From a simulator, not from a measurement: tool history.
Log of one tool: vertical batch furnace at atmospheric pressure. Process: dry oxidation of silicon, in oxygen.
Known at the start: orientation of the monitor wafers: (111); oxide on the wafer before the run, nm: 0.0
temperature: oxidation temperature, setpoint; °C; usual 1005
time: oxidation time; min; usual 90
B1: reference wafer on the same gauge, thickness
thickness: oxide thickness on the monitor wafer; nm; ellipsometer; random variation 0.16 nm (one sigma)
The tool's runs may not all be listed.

Run 1, hour 0: usual settings; B1 102.74. Result: thickness 94.97 nm.
Run 2, hour 7.6: usual settings but time 56.5 min; B1 102.68. Result: thickness 69.9 nm.
Run 3, hour 25.6: usual settings but time 56.5 min; B1 102.69. Result: thickness 70.06 nm.
Run 4, hour 74.8: usual settings; B1 102.69. Result: thickness 94.74 nm.
Run 5, hour 110.1: usual settings; B1 102.68. Result: thickness 94.77 nm.
Run 6, hour 128.2: usual settings; B1 102.78. Result: thickness 94.82 nm.
Run 7, hour 141.4: usual settings; B1 102.68. Result: thickness 94.55 nm.
Run 8, hour 157.9: usual settings; B1 102.69. Result: thickness 94.65 nm.
Run 9, hour 176.1: usual settings; B1 102.67. Result: thickness 94.9 nm.
Run 10, hour 183.8: usual settings; B1 102.75. Result: thickness 94.54 nm.
At hour 211.4: boat lift adjusted.
Run 11, hour 211.9: usual settings; B1 102.59. Result: thickness 94.69 nm.
Run 12, hour 217: usual settings; B1 102.71. Result: thickness 94.76 nm.
Run 13, hour 222.1: usual settings but time 70 min; B1 102.71. Result: thickness 80.57 nm.
Run 14, hour 235.1: usual settings but time 70 min; B1 102.75. Result: thickness 80.48 nm.
At hour 243.7: gauge calibrated.
Run 15, hour 252.2: usual settings but time 70 min; B1 102.6. Result: thickness 80.39 nm.
Run 16, hour 265.8: usual settings but time 75 min; B1 102.73. Result: thickness 84.2 nm.
At hour 297.6: thermocouples replaced and temperature profile calibrated.
Run 17, hour 298.1: usual settings; B1 102.78. Result: thickness 91.23 nm.
Run 18, hour 303.2: usual settings but temperature 995 °C, time 69 min; B1 102.75. Result: thickness 71.27 nm.
Run 19, hour 308.3: usual settings; B1 102.69. Result: thickness 90.88 nm.
Run 20, hour 314: usual settings but temperature 1020 °C, time 107.5 min; B1 102.73. Result: thickness 113.95 nm.
Run 21, hour 331.8: usual settings but temperature 995 °C, time 125.5 min; B1 102.65. Result: thickness 104.85 nm.
Run 22, hour 343.5: usual settings but temperature 1022 °C, time 116.5 min; B1 102.74. Result: thickness 121.15 nm.
Run 23, hour 352.4: usual settings but temperature 1012 °C, time 117 min; B1 102.67. Result: thickness 113.52 nm.
Run 24, hour 362.3: usual settings but temperature 1019 °C; B1 102.71. Result: thickness 101.36 nm.
Run 25, hour 378.7: usual settings but temperature 983 °C, time 55.5 min; B1 102.69. Result: thickness 56.53 nm.
Run 26, hour 393.4: usual settings but temperature 1021 °C, time 60.5 min; B1 102.73. Result: thickness 79.45 nm.
Run 27, hour 413.8: usual settings but temperature 996 °C; B1 102.77. Result: thickness 85.68 nm.
Run 28, hour 434.8: usual settings but temperature 1015 °C, time 55 min; B1 102.72. Result: thickness 71.92 nm.
Run 29, hour 449.4: usual settings but temperature 998 °C, time 101.5 min; B1 102.71. Result: thickness 94.22 nm.
Run 30, hour 467: usual settings but temperature 1028 °C, time 122 min; B1 102.68. Result: thickness 129.62 nm.
Run 31, hour 479.6: usual settings but temperature 983 °C, time 49.5 min; B1 102.7. Result: thickness 52.37 nm.
Run 32, hour 487.9: usual settings but temperature 1028 °C, time 122 min; B1 102.67. Result: thickness 129.98 nm.
Run 33, hour 508.3: usual settings but temperature 981 °C, time 65 min; B1 102.74. Result: thickness 62.25 nm.

Forecast each of these 5 alternatives for the next run:
Run A, hour 513.5: usual settings; B1 ?. Result: thickness ?.
Run B, hour 513.5: usual settings but temperature 1013 °C, time 105 min; B1 ?. Result: thickness ?.
Run C, hour 513.5: usual settings but temperature 1016 °C, time 123.5 min; B1 ?. Result: thickness ?.
Run D, hour 513.5: usual settings but temperature 990 °C; B1 ?. Result: thickness ?.
Run E, hour 513.5: usual settings but temperature 988 °C, time 127.5 min; B1 ?. Result: thickness ?.

run      B1  thickness
  A  102.64      92.07
  B  102.64     107.57
  C  102.64     121.53
  D  102.64      82.54
  E  102.64      102.1
Without the tool's hidden state the same runs would have given:
run  thickness
  A       90.9
  B     106.28
  C     120.14
  D      81.52
  E     100.89
